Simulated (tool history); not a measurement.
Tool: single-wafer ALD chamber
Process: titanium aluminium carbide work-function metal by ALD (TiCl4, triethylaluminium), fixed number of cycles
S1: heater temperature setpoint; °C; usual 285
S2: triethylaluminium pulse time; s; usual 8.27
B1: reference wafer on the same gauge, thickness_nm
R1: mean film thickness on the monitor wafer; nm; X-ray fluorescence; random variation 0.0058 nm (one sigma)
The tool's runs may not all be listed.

Run 1, hour 0: usual settings; B1 1.61. Result: R1 1.65 nm.
Run 2, hour 71.1: usual settings; B1 1.61. Result: R1 1.654 nm.
Run 3, hour 132: usual settings; B1 1.611. Result: R1 1.647 nm.
Run 4, hour 196: usual settings; B1 1.61. Result: R1 1.642 nm.
Run 5, hour 244.8: usual settings; B1 1.609. Result: R1 1.641 nm.
At hour 277.9: gauge calibrated.
Run 6, hour 321.9: usual settings but S2 10.69 s; B1 1.609. Result: R1 1.74 nm.
At hour 337.6: triethylaluminium bottle replaced.
Run 7, hour 387.1: usual settings but S2 10.69 s; B1 1.611. Result: R1 1.795 nm.
Run 8, hour 449.6: usual settings but S1 290 °C, S2 9.71 s; B1 1.61. Result: R1 1.815 nm.
Run 9, hour 499.1: usual settings but S2 10.69 s; B1 1.607. Result: R1 1.778 nm.
At hour 533.1: showerhead replaced.
Run 10, hour 558.9: usual settings but S1 290 °C, S2 11.39 s; B1 1.609. Result: R1 1.825 nm.
Run 11, hour 595.4: usual settings but S1 280 °C, S2 5.39 s; B1 1.61. Result: R1 1.47 nm.
Run 12, hour 643.4: usual settings but S1 281 °C; B1 1.61. Result: R1 1.634 nm.
At hour 663.2: thermocouple changed; heater temperature recalibrated.
Run 13, hour 752.4: usual settings but S2 5.94 s; B1 1.609. Result: R1 1.586 nm.
At hour 782.9: gauge calibrated.
Run 14, hour 795.7: usual settings but S1 280 °C, S2 5.15 s; B1 1.608. Result: R1 1.467 nm.

Forecast run 15:
Run 15, hour 839.9: usual settings; B1 ?. Result: R1 ?.

{"run 15": {"B1": 1.609, "R1": 1.72}}
Without the tool's hidden state the same run would have given R1 1.793 nm.

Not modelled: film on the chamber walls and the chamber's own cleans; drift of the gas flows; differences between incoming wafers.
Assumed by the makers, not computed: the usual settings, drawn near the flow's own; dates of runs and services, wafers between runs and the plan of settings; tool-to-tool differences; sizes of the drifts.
